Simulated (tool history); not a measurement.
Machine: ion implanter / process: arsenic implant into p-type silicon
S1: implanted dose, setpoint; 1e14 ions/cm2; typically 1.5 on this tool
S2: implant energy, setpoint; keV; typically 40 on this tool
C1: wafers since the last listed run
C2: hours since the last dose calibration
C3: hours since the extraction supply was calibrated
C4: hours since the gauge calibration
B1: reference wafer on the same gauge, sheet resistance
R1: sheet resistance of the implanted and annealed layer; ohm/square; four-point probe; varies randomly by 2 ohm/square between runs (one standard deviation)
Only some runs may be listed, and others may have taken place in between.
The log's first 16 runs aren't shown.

run 17 hour=623 | S1=1.34 S2=46.5 | C1=1104 C2=88.9 C3=404.2 C4=1085.9 | B1=510.6 | R1=506.72
run 18 hour=651.2 | S1=1.5 S2=40 | C1=1031 C2=117.1 C3=432.4 C4=1114.1 | B1=509.2 | R1=478.2
run 19 hour=680.3 | S1=1.07 S2=51.5 | C1=1063 C2=146.2 C3=461.5 C4=1143.2 | B1=509.91 | R1=577.86
run 20 hour=714 | S1=1.5 S2=40 | C1=1232 C2=179.9 C3=495.2 C4=1176.9 | B1=510.08 | R1=482.05
-- hour=741.2 gauge calibrated
run 21 hour=744.3 | S1=1.5 S2=40 | C1=1107 C2=210.2 C3=525.5 C4=3.1 | B1=510.49 | R1=479.94
run 22 hour=757.5 | S1=1.25 S2=35 | C1=482 C2=223.4 C3=538.7 C4=16.3 | B1=509.01 | R1=557.13
run 23 hour=789.1 | S1=1.5 S2=30 | C1=1155 C2=255 C3=570.3 C4=47.9 | B1=510.09 | R1=510.31
run 24 hour=809.9 | S1=1.62 S2=48.5 | C1=760 C2=275.8 C3=591.1 C4=68.7 | B1=509.91 | R1=445.05
run 25 hour=834.6 | S1=1.5 S2=45 | C1=903 C2=300.5 C3=615.8 C4=93.4 | B1=510.72 | R1=470.66
run 26 hour=851.7 | S1=1.5 S2=40 | C1=625 C2=317.6 C3=632.9 C4=110.5 | B1=509.6 | R1=477.81
run 27 hour=884 | S1=1.62 S2=36 | C1=1180 C2=349.9 C3=665.2 C4=142.8 | B1=509.06 | R1=465.32
run 28 hour=905.7 | S1=1.5 S2=40 | C1=793 C2=371.6 C3=686.9 C4=164.5 | B1=510.71 | R1=480.65
run 29 hour=936.1 | S1=1.5 S2=51.5 | C1=1111 C2=402 C3=717.3 C4=194.9 | B1=509.42 | R1=462.79
run 30 hour=966.4 | S1=1.5 S2=45.5 | C1=1107 C2=432.3 C3=747.6 C4=225.2 | B1=510.48 | R1=473.35
run 31 hour=1002.1 | S1=1.5 S2=40 | C1=1305 C2=468 C3=783.3 C4=260.9 | B1=510.19 | R1=483.88
run 32 hour=1027.9 | S1=1.5 S2=40 | C1=943 C2=493.8 C3=809.1 C4=286.7 | B1=509.48 | R1=484.75
run 33 hour=1052.8 | S1=1.31 S2=51 | C1=910 C2=518.7 C3=834 C4=311.6 | B1=509.43 | R1=509.22
run 34 hour=1065.2 | S1=1.63 S2=51 | C1=453 C2=531.1 C3=846.4 C4=324 | B1=511.07 | R1=436.99
run 35 hour=1097 | S1=1.5 S2=40 | C1=1162 C2=562.9 C3=878.2 C4=355.8 | B1=510.26 | R1=481.6
run 36 hour=1120.6 | S1=1.66 S2=26 | C1=862 C2=586.5 C3=901.8 C4=379.4 | B1=508.9 | R1=483.34
run 37 hour=1138.8 | S1=1.5 S2=40 | C1=665 C2=604.7 C3=920 C4=397.6 | B1=510.13 | R1=482.25
run 38 hour=1153.3 | S1=1.08 S2=40 | C1=530 C2=619.2 C3=934.5 C4=412.1 | B1=509.75 | R1=604.48

What if the next run were any one of these 3? Each begins from the tool's condition after run 38:
run A hour=1153.7 | S1=1.5 S2=40 | C1=14 C2=619.6 C3=934.9 C4=412.5 | B1=? | R1=?
run B hour=1153.7 | S1=1.5 S2=26.5 | C1=14 C2=619.6 C3=934.9 C4=412.5 | B1=? | R1=?
run C hour=1153.7 | S1=1.74 S2=43.5 | C1=14 C2=619.6 C3=934.9 C4=412.5 | B1=? | R1=?

run=A B1=510.46 R1=483.16
run=B B1=510.46 R1=517.45
run=C B1=510.46 R1=429.36
Had the tool no hidden state, the same runs would have come out as:
run=A R1=482.3
run=B R1=516.49
run=C R1=428.58

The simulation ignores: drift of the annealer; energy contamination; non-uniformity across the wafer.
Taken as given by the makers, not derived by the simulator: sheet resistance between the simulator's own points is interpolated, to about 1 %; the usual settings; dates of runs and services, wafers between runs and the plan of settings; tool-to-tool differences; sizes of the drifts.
